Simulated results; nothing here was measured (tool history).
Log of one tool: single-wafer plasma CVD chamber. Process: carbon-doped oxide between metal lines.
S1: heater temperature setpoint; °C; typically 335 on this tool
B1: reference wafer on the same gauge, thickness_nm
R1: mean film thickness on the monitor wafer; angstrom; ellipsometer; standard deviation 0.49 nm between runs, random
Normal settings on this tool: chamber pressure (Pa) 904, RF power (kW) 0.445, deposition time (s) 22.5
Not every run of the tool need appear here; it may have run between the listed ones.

run 1 day=0.000 | S1=335 chamber_pressure_(Pa)=904 RF_power_(kW)=0.445 deposition_time_(s)=22.5 | B1=115.934 | R1=1053.01
run 2 day=0.967 | S1=335 chamber_pressure_(Pa)=904 RF_power_(kW)=0.445 deposition_time_(s)=22.5 | B1=115.962 | R1=1055.54
run 3 day=2.300 | S1=335 chamber_pressure_(Pa)=904 RF_power_(kW)=0.445 deposition_time_(s)=22.5 | B1=115.749 | R1=1059.74
run 4 day=2.958 | S1=335 chamber_pressure_(Pa)=904 RF_power_(kW)=0.445 deposition_time_(s)=22.5 | B1=116.174 | R1=1065.33
run 5 day=3.604 | S1=335 chamber_pressure_(Pa)=904 RF_power_(kW)=0.445 deposition_time_(s)=22.5 | B1=115.977 | R1=1053.53
run 6 day=4.717 | S1=326 chamber_pressure_(Pa)=904 RF_power_(kW)=0.445 deposition_time_(s)=22.5 | B1=116.121 | R1=1083.17
run 7 day=5.846 | S1=335 chamber_pressure_(Pa)=904 RF_power_(kW)=0.445 deposition_time_(s)=22.5 | B1=115.908 | R1=1044.82
run 8 day=7.292 | S1=335 chamber_pressure_(Pa)=904 RF_power_(kW)=0.445 deposition_time_(s)=22.5 | B1=116.213 | R1=1047.95
run 9 day=8.288 | S1=335 chamber_pressure_(Pa)=904 RF_power_(kW)=0.445 deposition_time_(s)=22.5 | B1=116.051 | R1=1043.69
run 10 day=9.296 | S1=344 chamber_pressure_(Pa)=904 RF_power_(kW)=0.445 deposition_time_(s)=22.5 | B1=115.951 | R1=1017.62
-- day=9.462 gauge calibrated
run 11 day=10.267 | S1=344 chamber_pressure_(Pa)=904 RF_power_(kW)=0.445 deposition_time_(s)=22.5 | B1=116.051 | R1=1019.82
run 12 day=11.575 | S1=335 chamber_pressure_(Pa)=904 RF_power_(kW)=0.445 deposition_time_(s)=22.5 | B1=115.870 | R1=1052.67
-- day=12.662 showerhead replaced
-- day=14.338 thermocouple changed; heater temperature recalibrated
run 13 day=14.925 | S1=345 chamber_pressure_(Pa)=904 RF_power_(kW)=0.470 deposition_time_(s)=22.5 | B1=115.712 | R1=1057.61
run 14 day=15.825 | S1=335 chamber_pressure_(Pa)=821 RF_power_(kW)=0.445 deposition_time_(s)=19.6 | B1=115.903 | R1=898.49
run 15 day=17.321 | S1=344 chamber_pressure_(Pa)=904 RF_power_(kW)=0.360 deposition_time_(s)=22.5 | B1=116.148 | R1=881.13
run 16 day=17.838 | S1=326 chamber_pressure_(Pa)=1017 RF_power_(kW)=0.410 deposition_time_(s)=19.7 | B1=116.008 | R1=902.50
run 17 day=18.754 | S1=344 chamber_pressure_(Pa)=721 RF_power_(kW)=0.355 deposition_time_(s)=22.5 | B1=115.982 | R1=840.10
run 18 day=19.996 | S1=335 chamber_pressure_(Pa)=904 RF_power_(kW)=0.520 deposition_time_(s)=18.4 | B1=116.082 | R1=940.95
run 19 day=20.904 | S1=335 chamber_pressure_(Pa)=788 RF_power_(kW)=0.525 deposition_time_(s)=25.3 | B1=115.886 | R1=1249.45
-- day=22.412 RF generator calibrated
run 20 day=22.433 | S1=323 chamber_pressure_(Pa)=700 RF_power_(kW)=0.445 deposition_time_(s)=22.5 | B1=115.983 | R1=1057.81
-- day=22.788 capacitance manometer re-zeroed and calibrated
run 21 day=24.992 | S1=343 chamber_pressure_(Pa)=904 RF_power_(kW)=0.445 deposition_time_(s)=20.3 | B1=116.006 | R1=945.78
run 22 day=25.946 | S1=335 chamber_pressure_(Pa)=904 RF_power_(kW)=0.445 deposition_time_(s)=22.5 | B1=115.961 | R1=1084.39
run 23 day=26.550 | S1=335 chamber_pressure_(Pa)=904 RF_power_(kW)=0.445 deposition_time_(s)=22.5 | B1=116.084 | R1=1078.90
run 24 day=27.204 | S1=345 chamber_pressure_(Pa)=904 RF_power_(kW)=0.445 deposition_time_(s)=22.5 | B1=115.937 | R1=1034.55
run 25 day=28.612 | S1=335 chamber_pressure_(Pa)=697 RF_power_(kW)=0.445 deposition_time_(s)=25.8 | B1=116.021 | R1=1169.13
run 26 day=30.096 | S1=335 chamber_pressure_(Pa)=697 RF_power_(kW)=0.445 deposition_time_(s)=25.8 | B1=116.059 | R1=1168.18
run 27 day=31.550 | S1=329 chamber_pressure_(Pa)=765 RF_power_(kW)=0.385 deposition_time_(s)=23.8 | B1=116.067 | R1=1018.34

Here are 5 independent what-if runs from the current tool condition. What would each one return?
run A day=31.567 | S1=335 chamber_pressure_(Pa)=904 RF_power_(kW)=0.445 deposition_time_(s)=22.5 | B1=? | R1=?
run B day=31.567 | S1=342 chamber_pressure_(Pa)=904 RF_power_(kW)=0.445 deposition_time_(s)=22.5 | B1=? | R1=?
run C day=31.567 | S1=327 chamber_pressure_(Pa)=904 RF_power_(kW)=0.445 deposition_time_(s)=24.2 | B1=? | R1=?
run D day=31.567 | S1=322 chamber_pressure_(Pa)=904 RF_power_(kW)=0.480 deposition_time_(s)=22.5 | B1=? | R1=?
run E day=31.567 | S1=348 chamber_pressure_(Pa)=904 RF_power_(kW)=0.375 deposition_time_(s)=22.5 | B1=? | R1=?

run=A B1=115.972 R1=1079.23
run=B B1=115.972 R1=1057.94
run=C B1=115.972 R1=1187.63
run=D B1=115.972 R1=1174.16
run=E B1=115.972 R1=937.20
Had the tool no hidden state, the same runs would have come out as:
run=A R1=1086.93
run=B R1=1065.48
run=C R1=1196.10
run=D R1=1181.39
run=E R1=944.03

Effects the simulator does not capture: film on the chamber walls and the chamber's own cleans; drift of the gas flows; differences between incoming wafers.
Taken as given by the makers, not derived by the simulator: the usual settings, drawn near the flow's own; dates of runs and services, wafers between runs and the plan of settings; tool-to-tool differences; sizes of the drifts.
